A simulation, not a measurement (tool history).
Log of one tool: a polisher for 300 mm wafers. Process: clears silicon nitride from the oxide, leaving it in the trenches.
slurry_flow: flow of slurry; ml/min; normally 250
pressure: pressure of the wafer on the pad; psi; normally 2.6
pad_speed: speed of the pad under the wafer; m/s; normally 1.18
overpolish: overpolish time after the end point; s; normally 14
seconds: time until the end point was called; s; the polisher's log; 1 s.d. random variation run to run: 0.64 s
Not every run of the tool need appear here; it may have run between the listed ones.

run,hour,slurry_flow,pressure,pad_speed,overpolish,"incoming thickness of the incoming film, nm",seconds
1,0,270,2.6,1.18,14,79.5,67.3
2,12.3,270,2.6,1.18,14,78.6,68.6
3,24.9,250,2.6,1.18,14,79.8,71.6
4,35.6,250,2.6,1.18,14,80,71.8
5,41.6,250,2.6,1.36,14,80.8,63.7
6,58.8,250,2.6,1.02,14,81,87.1
7,66.4,250,2.6,1.02,14,80.1,86.8
8,79.4,250,2.6,1.02,14,81,88.4
9,94,250,2.6,1.18,14,81.1,77.5
# hour 103.3: worn pad replaced by a new one
10,110.2,250,2.6,1.18,14,78.5,69.7
11,119.2,250,2.6,1.18,14,80.8,74.4
12,135.5,250,2.6,1.18,10,80.3,76.4
13,141.5,250,2.6,1.18,10,80.3,76.1
14,184.1,250,2.6,1.18,10,81.3,84.2
15,192.8,250,2.1,1.18,14,79,103
# hour 196.6: slurry nozzle cleaned
# hour 218.4: worn pad replaced by a new one
# hour 220.4: head pressure recalibrated
16,227.5,250,2.1,1.18,14,79.3,82.9
17,236,250,3.2,1.18,14,80.5,56.5
18,250.7,250,3.2,1.18,14,79.7,57.5
19,261.9,335,2,1.42,14,81.2,76.7
20,273.3,325,2.6,1.18,14,80.5,71.8
21,284.6,305,2.2,1.18,19,80,83.4
22,301.7,335,3.4,0.84,14,78.6,73.1
23,316.2,250,2.6,1.18,14,79.1,73.6
# hour 323.4: worn pad replaced by a new one
24,326.3,250,2.6,1.18,14,80.7,67.6
25,341,250,2.6,1.18,14,80.3,70.2
26,355.2,250,2.6,1.18,11,80.3,71.1
27,372.2,215,2.6,1.18,8,78.5,72.9
28,389,250,2.6,1.18,14,80.3,74.2
29,404.1,250,2.6,0.86,14,79.1,98.3
# hour 420.6: worn pad replaced by a new one
30,421.1,300,1.8,1.32,21,80,86.9
31,431.3,250,2.6,1.36,14,79.1,60.2
32,442.7,170,2.1,1.58,21,80.9,73.8
33,451.9,250,2.6,1.18,14,80.6,74.3
34,460.2,250,2.6,1.18,14,80,72.8
35,466.8,165,1.8,1.36,8,78.7,99.7
36,474.2,210,2,1.18,14,80.1,99
37,491.4,250,2.2,1.04,11,80.8,104
38,500.1,250,2.9,1.06,14,79.4,76.1

Hidden state or all else? Some run-to-run changes of seconds, split into what the settings, what came in and random variation would give without the hidden state, and what is left for the hidden state (with any gauge scatter that isn't in both results):
Unlogged tool condition in this case: removal rate lost through wear of the pad, %; slurry flow missing at the pad, %; deviation of the head's pressure from its setpoint, %.
Run 15 -> 16: slurry nozzle cleaned, worn pad replaced by a new one, head pressure recalibrated. seconds -20.1 s: hidden state -20.2, all else +0.1.
Run 23 -> 24: worn pad replaced by a new one. seconds -6 s: hidden state -7.5, all else +1.5.
Run 29 -> 30: slurry_flow 250 -> 300, pressure 2.6 -> 1.8, pad_speed 0.86 -> 1.32, overpolish 14 -> 21, worn pad replaced by a new one. seconds -11.4 s: hidden state -9.5, all else -1.9.
Run 30 -> 31: slurry_flow 300 -> 250, pressure 1.8 -> 2.6, pad_speed 1.32 -> 1.36, overpolish 21 -> 14. seconds -26.7 s: hidden state +1.2, all else -27.9.
Run 34 -> 35: slurry_flow 250 -> 165, pressure 2.6 -> 1.8, pad_speed 1.18 -> 1.36, overpolish 14 -> 8. seconds +26.9 s: hidden state +5.7, all else +21.2.
Run 37 -> 38: pressure 2.2 -> 2.9, pad_speed 1.04 -> 1.06, overpolish 11 -> 14. seconds -27.9 s: hidden state -3.7, all else -24.2.

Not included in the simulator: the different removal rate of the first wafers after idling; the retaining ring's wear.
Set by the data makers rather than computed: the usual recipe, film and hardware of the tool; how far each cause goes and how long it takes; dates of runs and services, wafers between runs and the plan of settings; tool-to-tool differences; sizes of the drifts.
